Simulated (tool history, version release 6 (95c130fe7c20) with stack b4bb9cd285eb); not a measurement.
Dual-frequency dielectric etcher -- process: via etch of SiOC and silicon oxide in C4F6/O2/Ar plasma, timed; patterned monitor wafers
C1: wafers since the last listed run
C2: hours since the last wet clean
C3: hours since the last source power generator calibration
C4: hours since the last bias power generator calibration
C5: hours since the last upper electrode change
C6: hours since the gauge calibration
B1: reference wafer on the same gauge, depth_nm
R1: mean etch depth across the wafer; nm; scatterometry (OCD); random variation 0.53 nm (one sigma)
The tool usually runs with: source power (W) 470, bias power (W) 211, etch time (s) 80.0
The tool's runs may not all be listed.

Run 1, day 0.000: usual settings; C1 0; C2 288.2; C3 3154.1; C4 1853.7; C5 3897.4; C6 472.5; B1 112.0. Result: R1 115.0 nm.
Run 2, day 2.412: usual settings; C1 634; C2 346.1; C3 3212.0; C4 1911.6; C5 3955.3; C6 530.4; B1 111.8. Result: R1 114.8 nm.
Run 3, day 5.229: usual settings; C1 740; C2 413.7; C3 3279.6; C4 1979.2; C5 4022.9; C6 598.0; B1 111.9. Result: R1 116.6 nm.
Run 4, day 7.833: usual settings but bias power (W) 169; C1 684; C2 476.2; C3 3342.1; C4 2041.7; C5 4085.4; C6 660.5; B1 112.1. Result: R1 109.0 nm.
At day 9.208: wet clean of the chamber.
Run 5, day 12.279: usual settings but bias power (W) 169; C1 905; C2 73.7; C3 3448.8; C4 2148.4; C5 4192.1; C6 767.2; B1 111.9. Result: R1 105.0 nm.
Run 6, day 14.117: usual settings; C1 482; C2 117.8; C3 3492.9; C4 2192.5; C5 4236.2; C6 811.3; B1 112.0. Result: R1 112.4 nm.
Run 7, day 16.488: usual settings but bias power (W) 180; C1 623; C2 174.7; C3 3549.8; C4 2249.4; C5 4293.1; C6 868.2; B1 112.2. Result: R1 106.1 nm.
Run 8, day 18.212: usual settings but source power (W) 560, bias power (W) 250; C1 453; C2 216.1; C3 3591.2; C4 2290.8; C5 4334.5; C6 909.6; B1 111.9. Result: R1 125.9 nm.
Run 9, day 21.542: usual settings but source power (W) 560, bias power (W) 250; C1 875; C2 296.0; C3 3671.1; C4 2370.7; C5 4414.4; C6 989.5; B1 112.0. Result: R1 126.6 nm.
Run 10, day 23.367: usual settings but etch time (s) 70.0; C1 479; C2 339.8; C3 3714.9; C4 2414.5; C5 4458.2; C6 1033.3; B1 112.1. Result: R1 100.1 nm.
At day 24.825: upper electrode replaced.
At day 26.996: wet clean of the chamber.
Run 11, day 27.017: usual settings but etch time (s) 70.0; C1 433; C2 0.5; C3 3802.5; C4 2502.1; C5 52.6; C6 1120.9; B1 111.9. Result: R1 96.5 nm.
Run 12, day 29.358: usual settings but source power (W) 430, bias power (W) 186, etch time (s) 66.5; C1 615; C2 56.7; C3 3858.7; C4 2558.3; C5 108.8; C6 1177.1; B1 111.8. Result: R1 87.1 nm.
Run 13, day 32.029: usual settings but source power (W) 440; C1 701; C2 120.8; C3 3922.8; C4 2622.4; C5 172.9; C6 1241.2; B1 112.0. Result: R1 108.8 nm.
At day 33.896: gauge calibrated.
Run 14, day 34.712: usual settings but source power (W) 510, etch time (s) 70.5; C1 705; C2 185.2; C3 3987.2; C4 2686.8; C5 237.3; C6 19.6; B1 112.2. Result: R1 102.7 nm.
Run 15, day 37.833: usual settings but bias power (W) 239; C1 820; C2 260.1; C3 4062.1; C4 2761.7; C5 312.2; C6 94.5; B1 111.9. Result: R1 117.8 nm.
Run 16, day 40.933: usual settings but source power (W) 370, etch time (s) 68.0; C1 814; C2 334.5; C3 4136.5; C4 2836.1; C5 386.6; C6 168.9; B1 112.0. Result: R1 89.4 nm.
Run 17, day 44.712: usual settings but source power (W) 400, bias power (W) 245, etch time (s) 59.5; C1 993; C2 425.2; C3 4227.2; C4 2926.8; C5 477.3; C6 259.6; B1 112.0. Result: R1 83.6 nm.
At day 45.438: bias power generator calibrated.
At day 46.525: source power generator calibrated.
At day 48.133: wet clean of the chamber.
Run 18, day 48.154: usual settings; C1 554; C2 0.5; C3 39.1; C4 65.2; C5 559.9; C6 342.2; B1 112.2. Result: R1 111.2 nm.
Run 19, day 50.525: usual settings but source power (W) 400, bias power (W) 245, etch time (s) 59.5; C1 623; C2 57.4; C3 96.0; C4 122.1; C5 616.8; C6 399.1; B1 112.0. Result: R1 81.9 nm.
Run 20, day 52.783: usual settings but source power (W) 430, bias power (W) 234, etch time (s) 60.5; C1 593; C2 111.6; C3 150.2; C4 176.3; C5 671.0; C6 453.3; B1 112.0. Result: R1 84.4 nm.
Run 21, day 62.421: usual settings but source power (W) 430, bias power (W) 197, etch time (s) 72.5; C1 2533; C2 342.9; C3 381.5; C4 407.6; C5 902.3; C6 684.6; B1 112.3. Result: R1 98.6 nm.
At day 64.954: wet clean of the chamber.
Run 22, day 64.975: usual settings but bias power (W) 172; C1 408; C2 0.5; C3 442.8; C4 468.9; C5 963.6; C6 745.9; B1 111.9. Result: R1 105.0 nm.

Pick out some run-to-run changes in R1. Of each, how much would a tool without hidden state show as well, from the settings, what came in and chance, and how much is left for the hidden state and any gauge scatter not in both results compared?
Hidden state at play: etch rate over this chamber's usual, %; source power that arrives over what is set, %; bias power that arrives over what is set, %; gauge reads high (%).
Run 4 -> 5: wet clean of the chamber. R1 -4.0 nm: hidden state -4.6, all else +0.6.
Run 10 -> 11: upper electrode replaced, wet clean of the chamber. R1 -3.6 nm: hidden state -3.0, all else -0.6.
Run 15 -> 16: source power (W) 470 -> 370, bias power (W) 239 -> 211, etch time (s) 80.0 -> 68.0. R1 -28.4 nm: hidden state +0.1, all else -28.5.
Run 18 -> 19: source power (W) 470 -> 400, bias power (W) 211 -> 245, etch time (s) 80.0 -> 59.5. R1 -29.3 nm: hidden state +0.4, all else -29.7.

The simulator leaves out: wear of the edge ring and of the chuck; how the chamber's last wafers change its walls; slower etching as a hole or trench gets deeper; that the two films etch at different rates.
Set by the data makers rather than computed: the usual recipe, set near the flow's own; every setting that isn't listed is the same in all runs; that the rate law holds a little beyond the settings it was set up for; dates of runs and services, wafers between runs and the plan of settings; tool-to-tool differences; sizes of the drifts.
